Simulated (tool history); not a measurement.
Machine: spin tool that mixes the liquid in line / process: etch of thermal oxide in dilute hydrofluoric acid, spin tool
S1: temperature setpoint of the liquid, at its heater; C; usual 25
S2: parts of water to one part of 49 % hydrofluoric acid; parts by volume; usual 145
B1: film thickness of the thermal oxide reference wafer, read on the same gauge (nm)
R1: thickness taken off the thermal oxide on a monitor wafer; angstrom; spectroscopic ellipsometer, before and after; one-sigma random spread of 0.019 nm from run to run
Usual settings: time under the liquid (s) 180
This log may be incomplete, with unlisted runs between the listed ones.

{"run": 1, "hour": 0.0, "S1": 25, "S2": 145, "time under the liquid (s)": 205, "B1": 130.01, "R1": 68.1}
{"run": 2, "hour": 12.7, "S1": 25, "S2": 145, "time under the liquid (s)": 205, "B1": 129.99, "R1": 67.7}
{"run": 3, "hour": 26.4, "S1": 25, "S2": 145, "time under the liquid (s)": 205, "B1": 130.01, "R1": 68.2}
{"run": 4, "hour": 34.7, "S1": 25, "S2": 145, "time under the liquid (s)": 180, "B1": 130.03, "R1": 59.5}
{"run": 5, "hour": 56.1, "S1": 25, "S2": 145, "time under the liquid (s)": 180, "B1": 130, "R1": 59.7}
{"run": 6, "hour": 74.0, "S1": 25, "S2": 145, "time under the liquid (s)": 105, "B1": 130, "R1": 35.2}
{"run": 7, "hour": 91.3, "S1": 25, "S2": 145, "time under the liquid (s)": 105, "B1": 129.99, "R1": 35}
{"run": 8, "hour": 105.6, "S1": 26.5, "S2": 145, "time under the liquid (s)": 180, "B1": 130.01, "R1": 63.9}
{"run": 9, "hour": 113.5, "S1": 25, "S2": 145, "time under the liquid (s)": 180, "B1": 130.01, "R1": 60.3}
{"run": 10, "hour": 122.4, "S1": 23.5, "S2": 145, "time under the liquid (s)": 180, "B1": 129.98, "R1": 57}
{"hour": 129.0, "done": "thermometer replaced"}
{"hour": 129.8, "done": "gauge calibrated"}
{"run": 11, "hour": 138.4, "S1": 25, "S2": 145, "time under the liquid (s)": 180, "B1": 129.99, "R1": 60.8}
{"run": 12, "hour": 147.6, "S1": 25, "S2": 145, "time under the liquid (s)": 180, "B1": 130, "R1": 60.6}
{"hour": 152.7, "done": "hydrofluoric acid flow meter replaced"}
{"run": 13, "hour": 156.8, "S1": 23, "S2": 165, "time under the liquid (s)": 210, "B1": 129.99, "R1": 50.6}
{"run": 14, "hour": 172.4, "S1": 29, "S2": 95, "time under the liquid (s)": 220, "B1": 129.99, "R1": 126.5}
{"run": 15, "hour": 182.3, "S1": 25, "S2": 165, "time under the liquid (s)": 180, "B1": 130.01, "R1": 47.1}
{"run": 16, "hour": 193.5, "S1": 25, "S2": 145, "time under the liquid (s)": 180, "B1": 129.98, "R1": 54.9}
{"run": 17, "hour": 202.5, "S1": 22.5, "S2": 145, "time under the liquid (s)": 115, "B1": 130, "R1": 31.9}
{"run": 18, "hour": 212.3, "S1": 25, "S2": 145, "time under the liquid (s)": 180, "B1": 129.99, "R1": 54.5}
{"run": 19, "hour": 230.0, "S1": 25, "S2": 95, "time under the liquid (s)": 180, "B1": 129.99, "R1": 88.7}

Consider 4 possible next runs. They are alternatives, not a sequence: every one starts from the tool as it was left by run 19. What does each give?
{"run": "A", "hour": 230.5, "S1": 21.5, "S2": 145, "time under the liquid (s)": 180, "B1": "?", "R1": "?"}
{"run": "B", "hour": 230.5, "S1": 27.5, "S2": 85, "time under the liquid (s)": 120, "B1": "?", "R1": "?"}
{"run": "C", "hour": 230.5, "S1": 29, "S2": 145, "time under the liquid (s)": 270, "B1": "?", "R1": "?"}
{"run": "D", "hour": 230.5, "S1": 25, "S2": 170, "time under the liquid (s)": 180, "B1": "?", "R1": "?"}

run=A B1=130.01 R1=47.8
run=B B1=130.01 R1=74
run=C B1=130.01 R1=95.4
run=D B1=130.01 R1=45.4
What these runs would have given with no unlogged condition in the tool:
run=A R1=47.5
run=B R1=73.5
run=C R1=94.7
run=D R1=45.1

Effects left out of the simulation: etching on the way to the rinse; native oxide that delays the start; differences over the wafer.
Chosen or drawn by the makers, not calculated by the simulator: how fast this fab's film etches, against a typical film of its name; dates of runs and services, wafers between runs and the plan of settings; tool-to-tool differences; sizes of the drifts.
